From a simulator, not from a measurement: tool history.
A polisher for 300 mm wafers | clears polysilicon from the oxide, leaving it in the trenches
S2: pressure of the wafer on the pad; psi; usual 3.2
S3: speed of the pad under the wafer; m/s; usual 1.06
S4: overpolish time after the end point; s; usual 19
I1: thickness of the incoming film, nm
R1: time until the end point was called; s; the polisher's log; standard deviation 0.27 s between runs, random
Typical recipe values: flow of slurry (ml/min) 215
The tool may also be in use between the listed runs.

{"run": 1, "hour": 0.0, "flow of slurry (ml/min)": 215, "S2": 3.2, "S3": 1.06, "S4": 19, "I1": 447.8, "R1": 27.5}
{"run": 2, "hour": 46.1, "flow of slurry (ml/min)": 215, "S2": 3.2, "S3": 1.06, "S4": 19, "I1": 448.3, "R1": 27.4}
{"hour": 83.4, "done": "slurry nozzle cleaned"}
{"run": 3, "hour": 124.9, "flow of slurry (ml/min)": 215, "S2": 2.5, "S3": 1.22, "S4": 19, "I1": 438.4, "R1": 28.6}
{"hour": 156.4, "done": "worn pad replaced by a new one"}
{"run": 4, "hour": 169.9, "flow of slurry (ml/min)": 215, "S2": 2.5, "S3": 1.22, "S4": 19, "I1": 433.8, "R1": 28.8}
{"run": 5, "hour": 270.8, "flow of slurry (ml/min)": 215, "S2": 2.5, "S3": 1.22, "S4": 19, "I1": 437.7, "R1": 28.1}
{"run": 6, "hour": 329.2, "flow of slurry (ml/min)": 215, "S2": 3.2, "S3": 1.06, "S4": 19, "I1": 435.4, "R1": 25.9}
{"run": 7, "hour": 418.2, "flow of slurry (ml/min)": 215, "S2": 3.2, "S3": 1.06, "S4": 19, "I1": 440.8, "R1": 26.1}
{"run": 8, "hour": 477.2, "flow of slurry (ml/min)": 215, "S2": 3.2, "S3": 1.06, "S4": 19, "I1": 441.0, "R1": 25.5}
{"run": 9, "hour": 579.4, "flow of slurry (ml/min)": 215, "S2": 3.2, "S3": 1.06, "S4": 19, "I1": 436.3, "R1": 25.2}
{"run": 10, "hour": 680.8, "flow of slurry (ml/min)": 215, "S2": 3.2, "S3": 1.06, "S4": 19, "I1": 445.4, "R1": 25.7}
{"hour": 710.2, "done": "slurry nozzle cleaned"}
{"run": 11, "hour": 786.4, "flow of slurry (ml/min)": 215, "S2": 3.2, "S3": 1.06, "S4": 19, "I1": 435.0, "R1": 24.6}
{"run": 12, "hour": 884.0, "flow of slurry (ml/min)": 215, "S2": 3.2, "S3": 1.06, "S4": 19, "I1": 444.2, "R1": 25.0}
{"hour": 906.6, "done": "worn pad replaced by a new one"}
{"run": 13, "hour": 920.5, "flow of slurry (ml/min)": 215, "S2": 3.2, "S3": 1.06, "S4": 19, "I1": 434.5, "R1": 23.5}
{"hour": 940.1, "done": "head pressure recalibrated"}
{"run": 14, "hour": 981.7, "flow of slurry (ml/min)": 215, "S2": 3.2, "S3": 1.06, "S4": 19, "I1": 432.9, "R1": 27.0}
{"run": 15, "hour": 1020.9, "flow of slurry (ml/min)": 215, "S2": 3.2, "S3": 0.72, "S4": 19, "I1": 442.0, "R1": 39.1}
{"run": 16, "hour": 1085.1, "flow of slurry (ml/min)": 140, "S2": 2.5, "S3": 1.3, "S4": 26, "I1": 438.4, "R1": 28.0}
{"run": 17, "hour": 1183.7, "flow of slurry (ml/min)": 155, "S2": 3.2, "S3": 1.06, "S4": 14, "I1": 441.8, "R1": 28.2}
{"run": 18, "hour": 1291.3, "flow of slurry (ml/min)": 215, "S2": 3.2, "S3": 1.06, "S4": 19, "I1": 431.0, "R1": 26.8}

Run 19 has not been measured yet. What should we expect?
{"run": 19, "hour": 1357.0, "flow of slurry (ml/min)": 190, "S2": 3.2, "S3": 1.06, "S4": 19, "I1": 433.9, "R1": "?"}

{"run 19": {"R1": 26.6}}
Had the tool carried no hidden state, the very same run would have given R1 27.1 s.

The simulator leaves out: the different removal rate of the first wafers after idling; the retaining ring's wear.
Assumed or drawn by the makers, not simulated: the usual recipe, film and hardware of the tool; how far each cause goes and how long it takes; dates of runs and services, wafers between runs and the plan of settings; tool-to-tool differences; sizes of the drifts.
